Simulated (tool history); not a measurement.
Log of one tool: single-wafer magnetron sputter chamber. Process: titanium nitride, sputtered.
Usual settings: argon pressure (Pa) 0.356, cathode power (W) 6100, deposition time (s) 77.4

| run | hour | argon pressure (Pa) | cathode power (W) | deposition time (s) | wafers since the last listed run | wafers on the sputter target | hours since the last manometer calibration | hours since the magnet pack was replaced | hours since the gauge calibration | read-back reference wafer on the same gauge, thickness_nm | mean film thickness on the monitor wafer (angstrom) |
|---|---|---|---|---|---|---|---|---|---|---|---|
| 1 | 0 | 0.356 | 6100 | 77.4 | 0 | 5806 | 1059.7 | 11122.2 | 34.4 | 81.204 | 807.82 |
|  | 27.1 | sputter target and shields replaced |
| 2 | 27.6 | 0.356 | 6100 | 77.4 | 372 | 10 | 1087.3 | 11149.8 | 62 | 81.195 | 827.01 |
| 3 | 50.6 | 0.356 | 6100 | 77.4 | 436 | 446 | 1110.3 | 11172.8 | 85 | 81.182 | 822.84 |
| 4 | 65.3 | 0.356 | 6100 | 77.4 | 279 | 725 | 1125 | 11187.5 | 99.7 | 81.203 | 817.69 |
| 5 | 79.4 | 0.309 | 6100 | 77.4 | 267 | 993 | 1139.1 | 11201.6 | 113.8 | 81.176 | 829.71 |
| 6 | 104.7 | 0.356 | 6100 | 67 | 480 | 1473 | 1164.4 | 11226.9 | 139.1 | 81.3 | 707.63 |
| 7 | 128.6 | 0.356 | 6100 | 67 | 453 | 1927 | 1188.3 | 11250.8 | 163 | 81.229 | 707.65 |
| 8 | 148.6 | 0.356 | 6100 | 67 | 379 | 2307 | 1208.3 | 11270.8 | 183 | 81.147 | 704.55 |
| 9 | 169.5 | 0.275 | 6100 | 69.5 | 396 | 2704 | 1229.2 | 11291.7 | 203.9 | 81.207 | 754.63 |
| 10 | 201.9 | 0.275 | 6100 | 69.5 | 615 | 3319 | 1261.6 | 11324.1 | 236.3 | 81.135 | 753.63 |
| 11 | 232.2 | 0.275 | 6100 | 69.5 | 575 | 3894 | 1291.9 | 11354.4 | 266.6 | 81.165 | 753.22 |
| 12 | 275.3 | 0.356 | 6100 | 77.4 | 818 | 4712 | 1335 | 11397.5 | 309.7 | 81.128 | 811.44 |
| 13 | 298.5 | 0.356 | 6100 | 77.4 | 440 | 5153 | 1358.2 | 11420.7 | 332.9 | 81.21 | 813.19 |
| 14 | 326.3 | 0.356 | 6100 | 77.4 | 527 | 5681 | 1386 | 11448.5 | 360.7 | 81.23 | 805.83 |
|  | 348.5 | sputter target and shields replaced |
| 15 | 353.6 | 0.356 | 6100 | 77.4 | 366 | 96 | 1413.3 | 11475.8 | 388 | 81.161 | 820.64 |
| 16 | 386.4 | 0.356 | 6100 | 77.4 | 622 | 719 | 1446.1 | 11508.6 | 420.8 | 81.192 | 810.33 |
|  | 411.2 | magnet pack replaced |
| 17 | 411.7 | 0.356 | 6100 | 77.4 | 328 | 1047 | 1471.4 | 0.5 | 446.1 | 81.252 | 812.97 |
|  | 414.8 | gauge calibrated |
| 18 | 433.1 | 0.215 | 5200 | 85.4 | 406 | 1454 | 1492.8 | 21.9 | 18.3 | 81.266 | 813.63 |
| 19 | 454.6 | 0.461 | 5100 | 77.4 | 408 | 1862 | 1514.3 | 43.4 | 39.8 | 81.236 | 660.37 |
| 20 | 490.4 | 0.4 | 6100 | 85.4 | 679 | 2542 | 1550.1 | 79.2 | 75.6 | 81.245 | 881.91 |
| 21 | 515.2 | 0.428 | 6100 | 77.4 | 470 | 3012 | 1574.9 | 104 | 100.4 | 81.149 | 784.65 |
| 22 | 534 | 0.491 | 6100 | 65.5 | 356 | 3369 | 1593.7 | 122.8 | 119.2 | 81.216 | 650.14 |
| 23 | 561.8 | 0.238 | 7000 | 77.4 | 527 | 3897 | 1621.5 | 150.6 | 147 | 81.284 | 968.61 |
|  | 570.8 | capacitance manometer re-zeroed and calibrated |
| 24 | 592.5 | 0.495 | 5100 | 68.4 | 430 | 4328 | 21.7 | 181.3 | 177.7 | 81.176 | 571.25 |
| 25 | 618.4 | 0.356 | 7100 | 77.4 | 491 | 4820 | 47.6 | 207.2 | 203.6 | 81.193 | 938.99 |
|  | 627.2 | sputter target and shields replaced |
| 26 | 641.2 | 0.356 | 6100 | 77.4 | 280 | 265 | 70.4 | 230 | 226.4 | 81.232 | 817.03 |
| 27 | 677.1 | 0.356 | 6900 | 77.4 | 681 | 946 | 106.3 | 265.9 | 262.3 | 81.272 | 918.3 |
| 28 | 712.2 | 0.356 | 6100 | 77.4 | 666 | 1613 | 141.4 | 301 | 297.4 | 81.225 | 810.89 |
| 29 | 725 | 0.489 | 5150 | 90.4 | 243 | 1856 | 154.2 | 313.8 | 310.2 | 81.178 | 765.39 |

Forecast each of these 3 alternatives for the next run:
| A | 725.4 | 0.356 | 6100 | 77.4 | 7 | 1863 | 154.6 | 314.2 | 310.6 | ? | ? |
| B | 725.4 | 0.356 | 4950 | 77.4 | 7 | 1863 | 154.6 | 314.2 | 310.6 | ? | ? |
| C | 725.4 | 0.313 | 7100 | 85.9 | 7 | 1863 | 154.6 | 314.2 | 310.6 | ? | ? |

| run | read-back reference wafer on the same gauge, thickness_nm | mean film thickness on the monitor wafer (angstrom) |
|---|---|---|
| A | 81.166 | 812.94 |
| B | 81.166 | 662.64 |
| C | 81.166 | 1065.01 |
Without the tool's hidden state the same runs would have given:
| run | mean film thickness on the monitor wafer (angstrom) |
|---|---|
| A | 824.25 |
| B | 671.86 |
| C | 1079.83 |

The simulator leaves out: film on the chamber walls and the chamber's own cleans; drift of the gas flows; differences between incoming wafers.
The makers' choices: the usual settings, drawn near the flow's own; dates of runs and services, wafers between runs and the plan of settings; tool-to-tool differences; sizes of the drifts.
